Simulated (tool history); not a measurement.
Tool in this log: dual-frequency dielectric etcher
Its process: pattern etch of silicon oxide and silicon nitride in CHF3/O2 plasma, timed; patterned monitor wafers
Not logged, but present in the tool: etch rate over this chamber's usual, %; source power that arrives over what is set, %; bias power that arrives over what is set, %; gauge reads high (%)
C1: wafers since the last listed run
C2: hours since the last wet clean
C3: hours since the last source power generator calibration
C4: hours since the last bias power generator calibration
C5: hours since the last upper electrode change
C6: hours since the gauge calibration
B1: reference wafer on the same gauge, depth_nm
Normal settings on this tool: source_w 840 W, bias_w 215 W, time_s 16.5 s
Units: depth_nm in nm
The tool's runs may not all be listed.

run 1 hour=0.0 | source_w=840 bias_w=215 time_s=16.5 | C1=0 C2=188.3 C3=2065.2 C4=1466.4 C5=4778.4 C6=204.3 | B1=33.71 | depth_nm=32.29
run 2 hour=29.9 | source_w=840 bias_w=215 time_s=16.5 | C1=350 C2=218.2 C3=2095.1 C4=1496.3 C5=4808.3 C6=234.2 | B1=33.74 | depth_nm=32.03
run 3 hour=52.9 | source_w=840 bias_w=184 time_s=20.0 | C1=269 C2=241.2 C3=2118.1 C4=1519.3 C5=4831.3 C6=257.2 | B1=33.67 | depth_nm=37.69
run 4 hour=88.9 | source_w=840 bias_w=215 time_s=16.5 | C1=422 C2=277.2 C3=2154.1 C4=1555.3 C5=4867.3 C6=293.2 | B1=33.70 | depth_nm=32.20
run 5 hour=102.9 | source_w=840 bias_w=215 time_s=16.5 | C1=164 C2=291.2 C3=2168.1 C4=1569.3 C5=4881.3 C6=307.2 | B1=33.70 | depth_nm=32.09
run 6 hour=126.3 | source_w=840 bias_w=215 time_s=16.5 | C1=274 C2=314.6 C3=2191.5 C4=1592.7 C5=4904.7 C6=330.6 | B1=33.71 | depth_nm=32.46
run 7 hour=138.6 | source_w=1000 bias_w=215 time_s=16.5 | C1=144 C2=326.9 C3=2203.8 C4=1605.0 C5=4917.0 C6=342.9 | B1=33.70 | depth_nm=34.38
run 8 hour=160.5 | source_w=1000 bias_w=215 time_s=16.5 | C1=256 C2=348.8 C3=2225.7 C4=1626.9 C5=4938.9 C6=364.8 | B1=33.69 | depth_nm=34.33
run 9 hour=190.2 | source_w=1000 bias_w=215 time_s=16.5 | C1=348 C2=378.5 C3=2255.4 C4=1656.6 C5=4968.6 C6=394.5 | B1=33.70 | depth_nm=34.30
-- hour=225.5 wet clean of the chamber
-- hour=225.9 bias power generator calibrated
run 10 hour=226.4 | source_w=840 bias_w=215 time_s=16.5 | C1=137 C2=0.9 C3=2291.6 C4=0.5 C5=5004.8 C6=430.7 | B1=33.73 | depth_nm=32.42
run 11 hour=244.7 | source_w=840 bias_w=215 time_s=16.5 | C1=214 C2=19.2 C3=2309.9 C4=18.8 C5=5023.1 C6=449.0 | B1=33.68 | depth_nm=32.22
run 12 hour=257.5 | source_w=840 bias_w=215 time_s=16.5 | C1=150 C2=32.0 C3=2322.7 C4=31.6 C5=5035.9 C6=461.8 | B1=33.70 | depth_nm=32.22
run 13 hour=283.1 | source_w=840 bias_w=246 time_s=16.5 | C1=300 C2=57.6 C3=2348.3 C4=57.2 C5=5061.5 C6=487.4 | B1=33.71 | depth_nm=33.59
-- hour=335.5 upper electrode replaced
run 14 hour=390.8 | source_w=840 bias_w=215 time_s=16.5 | C1=982 C2=165.3 C3=2456.0 C4=164.9 C5=55.3 C6=595.1 | B1=33.71 | depth_nm=32.22
run 15 hour=422.3 | source_w=770 bias_w=236 time_s=16.5 | C1=369 C2=196.8 C3=2487.5 C4=196.4 C5=86.8 C6=626.6 | B1=33.68 | depth_nm=32.09
run 16 hour=441.0 | source_w=1030 bias_w=172 time_s=21.0 | C1=219 C2=215.5 C3=2506.2 C4=215.1 C5=105.5 C6=645.3 | B1=33.67 | depth_nm=41.36
run 17 hour=453.1 | source_w=1000 bias_w=255 time_s=21.0 | C1=141 C2=227.6 C3=2518.3 C4=227.2 C5=117.6 C6=657.4 | B1=33.69 | depth_nm=46.08
-- hour=465.5 gauge calibrated
run 18 hour=488.5 | source_w=740 bias_w=215 time_s=16.5 | C1=415 C2=263.0 C3=2553.7 C4=262.6 C5=153.0 C6=23.0 | B1=33.70 | depth_nm=30.84
-- hour=494.6 source power generator calibrated
run 19 hour=509.6 | source_w=840 bias_w=215 time_s=16.5 | C1=200 C2=284.1 C3=15.0 C4=283.7 C5=174.1 C6=44.1 | B1=33.67 | depth_nm=32.22
run 20 hour=529.9 | source_w=1020 bias_w=262 time_s=14.5 | C1=238 C2=304.4 C3=35.3 C4=304.0 C5=194.4 C6=64.4 | B1=33.67 | depth_nm=31.88
run 21 hour=543.6 | source_w=1000 bias_w=215 time_s=20.0 | C1=160 C2=318.1 C3=49.0 C4=317.7 C5=208.1 C6=78.1 | B1=33.69 | depth_nm=41.29
run 22 hour=559.3 | source_w=840 bias_w=215 time_s=14.5 | C1=184 C2=333.8 C3=64.7 C4=333.4 C5=223.8 C6=93.8 | B1=33.67 | depth_nm=28.26
run 23 hour=582.6 | source_w=840 bias_w=215 time_s=13.5 | C1=273 C2=357.1 C3=88.0 C4=356.7 C5=247.1 C6=117.1 | B1=33.71 | depth_nm=26.31
-- hour=631.4 wet clean of the chamber
run 24 hour=631.9 | source_w=900 bias_w=215 time_s=21.5 | C1=296 C2=0.5 C3=137.3 C4=406.0 C5=296.4 C6=166.4 | B1=33.72 | depth_nm=43.04
run 25 hour=637.7 | source_w=650 bias_w=215 time_s=20.5 | C1=68 C2=6.3 C3=143.1 C4=411.8 C5=302.2 C6=172.2 | B1=33.73 | depth_nm=36.88
run 26 hour=668.3 | source_w=840 bias_w=190 time_s=15.0 | C1=359 C2=36.9 C3=173.7 C4=442.4 C5=332.8 C6=202.8 | B1=33.70 | depth_nm=28.28
run 27 hour=695.9 | source_w=840 bias_w=184 time_s=20.0 | C1=323 C2=64.5 C3=201.3 C4=470.0 C5=360.4 C6=230.4 | B1=33.72 | depth_nm=37.50
run 28 hour=709.0 | source_w=840 bias_w=215 time_s=16.5 | C1=153 C2=77.6 C3=214.4 C4=483.1 C5=373.5 C6=243.5 | B1=33.72 | depth_nm=32.31
run 29 hour=730.6 | source_w=930 bias_w=196 time_s=14.0 | C1=253 C2=99.2 C3=236.0 C4=504.7 C5=395.1 C6=265.1 | B1=33.72 | depth_nm=27.44

4 ways to go on from here, each from the tool as it stands after run 29. What would each give?
run A hour=731.0 | source_w=840 bias_w=261 time_s=16.5 | C1=4 C2=99.6 C3=236.4 C4=505.1 C5=395.5 C6=265.5 | B1=? | depth_nm=?
run B hour=731.0 | source_w=680 bias_w=168 time_s=16.5 | C1=4 C2=99.6 C3=236.4 C4=505.1 C5=395.5 C6=265.5 | B1=? | depth_nm=?
run C hour=731.0 | source_w=920 bias_w=215 time_s=18.5 | C1=4 C2=99.6 C3=236.4 C4=505.1 C5=395.5 C6=265.5 | B1=? | depth_nm=?
run D hour=731.0 | source_w=970 bias_w=265 time_s=21.0 | C1=4 C2=99.6 C3=236.4 C4=505.1 C5=395.5 C6=265.5 | B1=? | depth_nm=?

run=A B1=33.71 depth_nm=34.25
run=B B1=33.71 depth_nm=28.41
run=C B1=33.71 depth_nm=37.56
run=D B1=33.71 depth_nm=45.96
What these runs would have given with no unlogged condition in the tool:
run=A depth_nm=34.25
run=B depth_nm=28.41
run=C depth_nm=37.56
run=D depth_nm=45.96

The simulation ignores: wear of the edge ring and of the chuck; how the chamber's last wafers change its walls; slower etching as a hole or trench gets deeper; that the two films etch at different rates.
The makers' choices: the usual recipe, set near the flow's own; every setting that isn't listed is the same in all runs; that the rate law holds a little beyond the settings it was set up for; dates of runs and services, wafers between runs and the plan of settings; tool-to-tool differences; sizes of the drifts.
